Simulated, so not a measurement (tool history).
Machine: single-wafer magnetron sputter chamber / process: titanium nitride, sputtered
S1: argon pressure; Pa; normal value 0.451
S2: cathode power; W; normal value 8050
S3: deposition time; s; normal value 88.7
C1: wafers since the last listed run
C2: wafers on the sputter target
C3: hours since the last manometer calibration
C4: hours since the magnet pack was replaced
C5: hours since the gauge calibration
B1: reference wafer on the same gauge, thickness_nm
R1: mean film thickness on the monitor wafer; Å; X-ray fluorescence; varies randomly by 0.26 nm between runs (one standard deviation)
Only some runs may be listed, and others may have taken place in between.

run	hour	S1	S2	S3	C1	C2	C3	C4	C5	B1	R1
1	0	0.451	8050	88.7	0	4276	1140.9	6856.1	835	125.02	1210.24
# hour 66.7: sputter target and shields replaced
2	67.2	0.451	8050	88.7	868	6	1208.1	6923.3	902.2	125.001	1243.15
3	109.4	0.451	8050	88.7	619	625	1250.3	6965.5	944.4	125.009	1227.94
4	188.8	0.451	8050	88.7	1164	1790	1329.7	7044.9	1023.8	125.023	1219.96
5	237.8	0.451	8050	88.7	718	2509	1378.7	7093.9	1072.8	124.942	1211.26
6	292.2	0.451	8050	88.7	798	3307	1433.1	7148.3	1127.2	125.003	1210.73
7	381	0.451	8050	88.7	1302	4610	1521.9	7237.1	1216	125.036	1208.4
# hour 407: sputter target and shields replaced
8	484.5	0.451	8050	88.7	1401	1136	1625.4	7340.6	1319.5	125.04	1221.72
9	559.9	0.451	8050	88.7	1106	2242	1700.8	7416	1394.9	124.914	1212.94
10	629	0.451	8050	88.7	1013	3256	1769.9	7485.1	1464	125.032	1211.1
# hour 683.3: magnet pack replaced
11	683.8	0.451	8050	88.7	686	3943	1824.7	0.5	1518.8	124.905	1198.57
# hour 734.5: sputter target and shields replaced
12	735	0.451	8050	97.5	633	7	1875.9	51.7	1570	124.944	1346.91
# hour 769.2: gauge calibrated
13	778.9	0.297	7500	88.7	644	651	1919.8	95.6	9.7	124.917	1208.03
# hour 1072: sputter target and shields replaced
14	1085.4	0.595	9500	83.9	4379	197	2226.3	402.1	316.2	124.948	1283.54
# hour 1107.7: capacitance manometer re-zeroed and calibrated
15	1141.2	0.345	9450	101.3	701	898	33.5	457.9	372	125.124	1743
16	1220.5	0.451	9300	88.7	1163	2061	112.8	537.2	451.3	125.106	1435.06
17	1280.5	0.589	8050	102.6	880	2942	172.8	597.2	511.3	125.031	1356.02
18	1383.4	0.451	8050	88.7	1509	4451	275.7	700.1	614.2	125.051	1229.19
# hour 1405.4: sputter target and shields replaced
19	1457.1	0.611	8050	88.7	963	758	349.4	773.8	687.9	125.032	1176.24
20	1517	0.451	8050	88.7	878	1637	409.3	833.7	747.8	124.982	1240.5
21	1556.7	0.365	6400	74.2	582	2220	449	873.4	787.5	125.006	845.67
22	1628.4	0.375	9750	88.7	1051	3272	520.7	945.1	859.2	125.069	1529.45
23	1681.9	0.451	8050	88.7	784	4057	574.2	998.6	912.7	124.903	1226.98
# hour 1762.2: sputter target and shields replaced
24	1762.7	0.451	8050	88.7	1068	6	655	1079.4	993.5	124.907	1247.97

Forecast each of these 4 alternatives for the next run:
A	1763.1	0.388	8050	88.7	5	12	655.4	1079.8	993.9	?	?
B	1763.1	0.451	8050	94.8	5	12	655.4	1079.8	993.9	?	?
C	1763.1	0.325	8050	88.7	5	12	655.4	1079.8	993.9	?	?
D	1763.1	0.601	8050	88.7	5	12	655.4	1079.8	993.9	?	?

run	B1	R1
A	124.851	1288.91
B	124.851	1345.26
C	124.851	1320.12
D	124.851	1190.6
Without the tool's unlogged condition, the same runs would have read:
run	R1
A	1296.58
B	1354.21
C	1327.04
D	1200.44

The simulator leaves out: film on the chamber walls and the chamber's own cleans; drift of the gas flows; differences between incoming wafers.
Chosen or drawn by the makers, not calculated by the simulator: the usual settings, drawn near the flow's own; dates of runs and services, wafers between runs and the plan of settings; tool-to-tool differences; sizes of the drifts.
